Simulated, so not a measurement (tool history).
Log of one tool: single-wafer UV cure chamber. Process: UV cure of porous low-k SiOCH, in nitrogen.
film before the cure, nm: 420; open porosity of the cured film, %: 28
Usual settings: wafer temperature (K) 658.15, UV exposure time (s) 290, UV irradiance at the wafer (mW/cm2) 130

| run | hour | wafer temperature (K) | UV exposure time (s) | UV irradiance at the wafer (mW/cm2) | loss of film thickness in the cure (%) |
|---|---|---|---|---|---|
| 1 | 0.0 | 658.15 | 290 | 130 | 15.095 |
| 2 | 102.7 | 658.15 | 290 | 130 | 14.814 |
| 3 | 198.7 | 658.15 | 290 | 130 | 15.046 |
|  | 233.8 | quartz window cleaned |
| 4 | 246.0 | 658.15 | 290 | 130 | 14.752 |
| 5 | 316.8 | 658.15 | 290 | 130 | 14.795 |
| 6 | 370.4 | 658.15 | 290 | 102 | 13.175 |
| 7 | 439.1 | 658.15 | 290 | 130 | 14.877 |
| 8 | 491.3 | 658.15 | 290 | 130 | 14.636 |
| 9 | 563.5 | 658.15 | 290 | 151 | 15.425 |
| 10 | 601.7 | 658.15 | 290 | 151 | 15.437 |
| 11 | 664.3 | 658.15 | 290 | 151 | 15.339 |
|  | 737.0 | quartz window cleaned |
| 12 | 737.5 | 658.15 | 290 | 130 | 14.470 |
| 13 | 832.7 | 658.15 | 290 | 130 | 14.402 |
| 14 | 887.0 | 658.15 | 290 | 130 | 14.375 |
| 15 | 968.3 | 658.15 | 290 | 130 | 14.376 |
| 16 | 1028.4 | 658.15 | 395 | 130 | 16.124 |
| 17 | 1077.2 | 658.15 | 290 | 130 | 14.565 |
| 18 | 1178.9 | 651.15 | 290 | 139 | 14.610 |
| 19 | 1215.7 | 651.15 | 290 | 139 | 14.483 |
|  | 1368.9 | quartz window cleaned |
| 20 | 1401.3 | 669.15 | 150 | 157 | 12.125 |
| 21 | 1591.1 | 658.15 | 290 | 130 | 14.156 |
| 22 | 1656.6 | 658.15 | 130 | 169 | 11.431 |
| 23 | 1761.3 | 658.15 | 290 | 130 | 14.462 |
| 24 | 1815.0 | 658.15 | 290 | 148 | 14.976 |
|  | 1888.8 | quartz window cleaned |
| 25 | 1911.2 | 658.15 | 290 | 130 | 14.122 |
|  | 1971.9 | UV bulbs replaced |
| 26 | 1972.4 | 658.15 | 290 | 130 | 15.860 |
| 27 | 2026.0 | 673.15 | 235 | 130 | 14.995 |
| 28 | 2098.5 | 677.15 | 380 | 151 | 18.565 |

Run 29 comes next. What will it give?
| 29 | 2151.5 | 645.15 | 425 | 96 | ? |

Run 29 gave loss of film thickness in the cure (%) 15.762.
Without the tool's hidden state the same run would have given loss of film thickness in the cure (%) 16.166.
